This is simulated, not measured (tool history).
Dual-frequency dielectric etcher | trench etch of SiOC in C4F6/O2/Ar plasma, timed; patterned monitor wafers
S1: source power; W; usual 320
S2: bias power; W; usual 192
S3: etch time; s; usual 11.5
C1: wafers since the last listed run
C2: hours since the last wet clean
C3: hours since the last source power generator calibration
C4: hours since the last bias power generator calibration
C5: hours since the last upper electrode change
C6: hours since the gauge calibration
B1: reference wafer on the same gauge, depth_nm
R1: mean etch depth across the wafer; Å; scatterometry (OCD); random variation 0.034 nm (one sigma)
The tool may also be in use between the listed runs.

{"run": 1, "hour": 0.0, "S1": 320, "S2": 192, "S3": 9.5, "C1": 0, "C2": 420.3, "C3": 2313.7, "C4": 4188.2, "C5": 2509, "C6": 94.5, "B1": 27.2, "R1": 190.5}
{"run": 2, "hour": 10.4, "S1": 320, "S2": 179, "S3": 11.5, "C1": 195, "C2": 430.7, "C3": 2324.1, "C4": 4198.6, "C5": 2519.4, "C6": 104.9, "B1": 27.19, "R1": 225.9}
{"run": 3, "hour": 16.6, "S1": 320, "S2": 180, "S3": 11.5, "C1": 116, "C2": 436.9, "C3": 2330.3, "C4": 4204.8, "C5": 2525.6, "C6": 111.1, "B1": 27.2, "R1": 226.3}
{"run": 4, "hour": 28.3, "S1": 320, "S2": 180, "S3": 11.5, "C1": 219, "C2": 448.6, "C3": 2342, "C4": 4216.5, "C5": 2537.3, "C6": 122.8, "B1": 27.21, "R1": 226.8}
{"run": 5, "hour": 45.0, "S1": 320, "S2": 192, "S3": 11.5, "C1": 313, "C2": 465.3, "C3": 2358.7, "C4": 4233.2, "C5": 2554, "C6": 139.5, "B1": 27.2, "R1": 230.6}
{"run": 6, "hour": 58.1, "S1": 320, "S2": 192, "S3": 11.5, "C1": 246, "C2": 478.4, "C3": 2371.8, "C4": 4246.3, "C5": 2567.1, "C6": 152.6, "B1": 27.19, "R1": 230.7}
{"run": 7, "hour": 68.6, "S1": 320, "S2": 192, "S3": 11.5, "C1": 197, "C2": 488.9, "C3": 2382.3, "C4": 4256.8, "C5": 2577.6, "C6": 163.1, "B1": 27.21, "R1": 230.1}
{"run": 8, "hour": 80.3, "S1": 320, "S2": 192, "S3": 11.5, "C1": 219, "C2": 500.6, "C3": 2394, "C4": 4268.5, "C5": 2589.3, "C6": 174.8, "B1": 27.21, "R1": 230.6}
{"hour": 108.4, "done": "wet clean of the chamber"}
{"hour": 114.2, "done": "upper electrode replaced"}
{"run": 9, "hour": 114.7, "S1": 320, "S2": 192, "S3": 11.5, "C1": 86, "C2": 6.3, "C3": 2428.4, "C4": 4302.9, "C5": 0.5, "C6": 209.2, "B1": 27.21, "R1": 229.2}
{"run": 10, "hour": 115.0, "S1": 320, "S2": 192, "S3": 11.5, "C1": 5, "C2": 6.6, "C3": 2428.7, "C4": 4303.2, "C5": 0.8, "C6": 209.5, "B1": 27.18, "R1": 229}
{"run": 11, "hour": 125.3, "S1": 320, "S2": 192, "S3": 11.5, "C1": 193, "C2": 16.9, "C3": 2439, "C4": 4313.5, "C5": 11.1, "C6": 219.8, "B1": 27.19, "R1": 228.9}
{"run": 12, "hour": 138.7, "S1": 320, "S2": 192, "S3": 11.5, "C1": 251, "C2": 30.3, "C3": 2452.4, "C4": 4326.9, "C5": 24.5, "C6": 233.2, "B1": 27.2, "R1": 229.1}
{"run": 13, "hour": 146.7, "S1": 270, "S2": 231, "S3": 10, "C1": 150, "C2": 38.3, "C3": 2460.4, "C4": 4334.9, "C5": 32.5, "C6": 241.2, "B1": 27.2, "R1": 198}
{"hour": 199.4, "done": "bias power generator calibrated"}
{"run": 14, "hour": 199.9, "S1": 320, "S2": 192, "S3": 11.5, "C1": 924, "C2": 91.5, "C3": 2513.6, "C4": 0.5, "C5": 85.7, "C6": 294.4, "B1": 27.21, "R1": 228.9}
{"run": 15, "hour": 206.2, "S1": 320, "S2": 192, "S3": 11.5, "C1": 118, "C2": 97.8, "C3": 2519.9, "C4": 6.8, "C5": 92, "C6": 300.7, "B1": 27.2, "R1": 229.2}
{"run": 16, "hour": 222.5, "S1": 380, "S2": 170, "S3": 9, "C1": 306, "C2": 114.1, "C3": 2536.2, "C4": 23.1, "C5": 108.3, "C6": 317, "B1": 27.18, "R1": 185.3}
{"run": 17, "hour": 235.7, "S1": 320, "S2": 161, "S3": 8.5, "C1": 247, "C2": 127.3, "C3": 2549.4, "C4": 36.3, "C5": 121.5, "C6": 330.2, "B1": 27.22, "R1": 161.2}
{"hour": 245.1, "done": "gauge calibrated"}
{"run": 18, "hour": 253.6, "S1": 320, "S2": 192, "S3": 9, "C1": 336, "C2": 145.2, "C3": 2567.3, "C4": 54.2, "C5": 139.4, "C6": 8.5, "B1": 27.19, "R1": 179.7}
{"run": 19, "hour": 264.0, "S1": 270, "S2": 149, "S3": 14.5, "C1": 195, "C2": 155.6, "C3": 2577.7, "C4": 64.6, "C5": 149.8, "C6": 18.9, "B1": 27.2, "R1": 252}
{"hour": 275.6, "done": "source power generator calibrated"}
{"run": 20, "hour": 276.1, "S1": 380, "S2": 177, "S3": 13.5, "C1": 152, "C2": 167.7, "C3": 0.5, "C4": 76.7, "C5": 161.9, "C6": 31, "B1": 27.2, "R1": 280.4}
{"run": 21, "hour": 284.3, "S1": 340, "S2": 150, "S3": 12.5, "C1": 154, "C2": 175.9, "C3": 8.7, "C4": 84.9, "C5": 170.1, "C6": 39.2, "B1": 27.2, "R1": 237.9}
{"run": 22, "hour": 298.9, "S1": 250, "S2": 166, "S3": 11.5, "C1": 274, "C2": 190.5, "C3": 23.3, "C4": 99.5, "C5": 184.7, "C6": 53.8, "B1": 27.21, "R1": 200.5}
{"run": 23, "hour": 305.7, "S1": 400, "S2": 192, "S3": 11.5, "C1": 127, "C2": 197.3, "C3": 30.1, "C4": 106.3, "C5": 191.5, "C6": 60.6, "B1": 27.2, "R1": 250.3}
{"run": 24, "hour": 322.9, "S1": 300, "S2": 192, "S3": 11.5, "C1": 323, "C2": 214.5, "C3": 47.3, "C4": 123.5, "C5": 208.7, "C6": 77.8, "B1": 27.2, "R1": 224.6}
{"run": 25, "hour": 335.5, "S1": 320, "S2": 152, "S3": 13.5, "C1": 236, "C2": 227.1, "C3": 59.9, "C4": 136.1, "C5": 221.3, "C6": 90.4, "B1": 27.21, "R1": 252.1}
{"run": 26, "hour": 352.4, "S1": 400, "S2": 168, "S3": 11.5, "C1": 317, "C2": 244, "C3": 76.8, "C4": 153, "C5": 238.2, "C6": 107.3, "B1": 27.18, "R1": 241.1}
{"run": 27, "hour": 362.3, "S1": 320, "S2": 226, "S3": 9, "C1": 185, "C2": 253.9, "C3": 86.7, "C4": 162.9, "C5": 248.1, "C6": 117.2, "B1": 27.18, "R1": 189.2}
{"run": 28, "hour": 370.9, "S1": 320, "S2": 192, "S3": 11.5, "C1": 161, "C2": 262.5, "C3": 95.3, "C4": 171.5, "C5": 256.7, "C6": 125.8, "B1": 27.2, "R1": 230}
{"run": 29, "hour": 379.9, "S1": 240, "S2": 192, "S3": 11.5, "C1": 169, "C2": 271.5, "C3": 104.3, "C4": 180.5, "C5": 265.7, "C6": 134.8, "B1": 27.2, "R1": 207.4}

5 ways to go on from here, each from the tool as it stands after run 29. What would each give?
{"run": "A", "hour": 380.3, "S1": 320, "S2": 192, "S3": 11.5, "C1": 7, "C2": 271.9, "C3": 104.7, "C4": 180.9, "C5": 266.1, "C6": 135.2, "B1": "?", "R1": "?"}
{"run": "B", "hour": 380.3, "S1": 290, "S2": 236, "S3": 15, "C1": 7, "C2": 271.9, "C3": 104.7, "C4": 180.9, "C5": 266.1, "C6": 135.2, "B1": "?", "R1": "?"}
{"run": "C", "hour": 380.3, "S1": 290, "S2": 218, "S3": 14, "C1": 7, "C2": 271.9, "C3": 104.7, "C4": 180.9, "C5": 266.1, "C6": 135.2, "B1": "?", "R1": "?"}
{"run": "D", "hour": 380.3, "S1": 390, "S2": 192, "S3": 8.5, "C1": 7, "C2": 271.9, "C3": 104.7, "C4": 180.9, "C5": 266.1, "C6": 135.2, "B1": "?", "R1": "?"}
{"run": "E", "hour": 380.3, "S1": 340, "S2": 192, "S3": 14, "C1": 7, "C2": 271.9, "C3": 104.7, "C4": 180.9, "C5": 266.1, "C6": 135.2, "B1": "?", "R1": "?"}

run=A B1=27.2 R1=230.5
run=B B1=27.2 R1=309.2
run=C B1=27.2 R1=281.3
run=D B1=27.2 R1=183.6
run=E B1=27.2 R1=287
Without the tool's hidden state the same runs would have given:
run=A R1=229.3
run=B R1=307.5
run=C R1=279.8
run=D R1=182.6
run=E R1=285.5
